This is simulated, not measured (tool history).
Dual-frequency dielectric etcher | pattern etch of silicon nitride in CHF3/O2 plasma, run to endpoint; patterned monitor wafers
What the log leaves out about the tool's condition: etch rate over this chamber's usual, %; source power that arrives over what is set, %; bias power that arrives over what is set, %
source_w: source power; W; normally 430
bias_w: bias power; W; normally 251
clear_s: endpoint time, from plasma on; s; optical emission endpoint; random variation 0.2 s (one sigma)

| run | hour | source_w | bias_w | wafers since the last listed run | hours since the last wet clean | hours since the last source power generator calibration | hours since the last bias power generator calibration | hours since the last upper electrode change | incoming incoming film thickness, nm | clear_s |
|---|---|---|---|---|---|---|---|---|---|---|
| 1 | 0 | 490 | 251 | 0 | 639.8 | 1437.3 | 1428.6 | 2296.1 | 74.1 | 43.7 |
| 2 | 44.5 | 430 | 251 | 334 | 684.3 | 1481.8 | 1473.1 | 2340.6 | 74.2 | 45.7 |
|  | 110.1 | wet clean of the chamber |
| 3 | 110.6 | 430 | 251 | 316 | 0.5 | 1547.9 | 1539.2 | 2406.7 | 73.1 | 45.3 |
| 4 | 186.2 | 510 | 251 | 567 | 76.1 | 1623.5 | 1614.8 | 2482.3 | 74.6 | 44 |
| 5 | 247.5 | 510 | 251 | 460 | 137.4 | 1684.8 | 1676.1 | 2543.6 | 73.6 | 43.3 |
| 6 | 337.3 | 430 | 234 | 674 | 227.2 | 1774.6 | 1765.9 | 2633.4 | 73.1 | 47 |
| 7 | 436.8 | 430 | 234 | 747 | 326.7 | 1874.1 | 1865.4 | 2732.9 | 73.8 | 47.7 |
| 8 | 486.2 | 430 | 251 | 370 | 376.1 | 1923.5 | 1914.8 | 2782.3 | 74.1 | 45.5 |
|  | 547.2 | source power generator calibrated |
| 9 | 563.8 | 430 | 251 | 552 | 453.7 | 16.6 | 1992.4 | 2859.9 | 74 | 46.1 |
| 10 | 633.3 | 430 | 251 | 521 | 523.2 | 86.1 | 2061.9 | 2929.4 | 74.1 | 46.5 |
| 11 | 732.9 | 430 | 251 | 747 | 622.8 | 185.7 | 2161.5 | 3029 | 74.4 | 46.6 |
|  | 794.2 | wet clean of the chamber |
|  | 844.9 | upper electrode replaced |
| 12 | 845.4 | 430 | 251 | 484 | 51.2 | 298.2 | 2274 | 0.5 | 73.7 | 46.1 |
| 13 | 868.9 | 430 | 251 | 176 | 74.7 | 321.7 | 2297.5 | 24 | 74.3 | 46.5 |
| 14 | 971.4 | 380 | 251 | 769 | 177.2 | 424.2 | 2400 | 126.5 | 73.2 | 47.1 |
| 15 | 1071.6 | 370 | 234 | 752 | 277.4 | 524.4 | 2500.2 | 226.7 | 73.6 | 50 |
| 16 | 1158.5 | 400 | 204 | 652 | 364.3 | 611.3 | 2587.1 | 313.6 | 74.1 | 53.2 |
| 17 | 1224.3 | 370 | 214 | 494 | 430.1 | 677.1 | 2652.9 | 379.4 | 73.5 | 52.3 |
|  | 1294.3 | bias power generator calibrated |
| 18 | 1326.9 | 430 | 251 | 740 | 532.7 | 779.7 | 32.6 | 482 | 73.6 | 45.4 |
| 19 | 1374.3 | 530 | 251 | 355 | 580.1 | 827.1 | 80 | 529.4 | 73.7 | 43.1 |
| 20 | 1452.8 | 460 | 228 | 589 | 658.6 | 905.6 | 158.5 | 607.9 | 74.5 | 47.8 |
| 21 | 1509.6 | 430 | 251 | 426 | 715.4 | 962.4 | 215.3 | 664.7 | 74.3 | 46.1 |
|  | 1546.3 | wet clean of the chamber |
| 22 | 1586.4 | 430 | 280 | 396 | 40.1 | 1039.2 | 292.1 | 741.5 | 73.6 | 43.1 |
| 23 | 1641.6 | 330 | 209 | 414 | 95.3 | 1094.4 | 347.3 | 796.7 | 73.8 | 54.7 |
| 24 | 1740.1 | 430 | 251 | 739 | 193.8 | 1192.9 | 445.8 | 895.2 | 74.5 | 46.1 |
| 25 | 1818.3 | 430 | 201 | 587 | 272 | 1271.1 | 524 | 973.4 | 74.1 | 52.6 |
| 26 | 1865.8 | 500 | 271 | 356 | 319.5 | 1318.6 | 571.5 | 1020.9 | 74.2 | 42 |
| 27 | 1904.4 | 430 | 200 | 289 | 358.1 | 1357.2 | 610.1 | 1059.5 | 74 | 52.5 |
| 28 | 1945.1 | 380 | 195 | 305 | 398.8 | 1397.9 | 650.8 | 1100.2 | 73.5 | 55.2 |
| 29 | 1983.4 | 400 | 274 | 287 | 437.1 | 1436.2 | 689.1 | 1138.5 | 73.3 | 44 |
|  | 2131.1 | wet clean of the chamber |
| 30 | 2189.3 | 460 | 228 | 1365 | 58.2 | 1642.1 | 895 | 1344.4 | 74.2 | 47.5 |
| 31 | 2285.4 | 380 | 276 | 721 | 154.3 | 1738.2 | 991.1 | 1440.5 | 73.9 | 45.1 |
| 32 | 2493.5 | 510 | 302 | 1562 | 362.4 | 1946.3 | 1199.2 | 1648.6 | 73.7 | 38.8 |
| 33 | 2600.7 | 360 | 251 | 805 | 469.6 | 2053.5 | 1306.4 | 1755.8 | 74.6 | 48.5 |
|  | 2652.6 | source power generator calibrated |
| 34 | 2671.6 | 370 | 292 | 502 | 540.5 | 19 | 1377.3 | 1826.7 | 74.5 | 44.6 |
| 35 | 2744.5 | 400 | 282 | 547 | 613.4 | 91.9 | 1450.2 | 1899.6 | 73.7 | 44.1 |
|  | 2811.6 | wet clean of the chamber |
| 36 | 2812.1 | 490 | 197 | 327 | 0.5 | 159.5 | 1517.8 | 1967.2 | 74.4 | 51.2 |

Some steps in clear_s, run to run, broken into two amounts with sign: the step expected even without the hidden condition (settings, incoming material, random variation), and the rest, left for the hidden condition together with whatever gauge scatter is not in both the measured and the hidden-condition-free result:
Run 8 -> 9: source power generator calibrated. clear_s +0.6 s: hidden state +0.7, all else -0.1.
Run 22 -> 23: source_w 430 -> 330, bias_w 280 -> 209. clear_s +11.6 s: hidden state -0.1, all else +11.7.
Run 25 -> 26: source_w 430 -> 500, bias_w 201 -> 271. clear_s -10.6 s: hidden state +0.2, all else -10.8.
Run 28 -> 29: source_w 380 -> 400, bias_w 195 -> 274. clear_s -11.2 s: hidden state +0.2, all else -11.4.
Run 33 -> 34: source_w 360 -> 370, bias_w 251 -> 292, source power generator calibrated. clear_s -3.9 s: hidden state +0.6, all else -4.5.
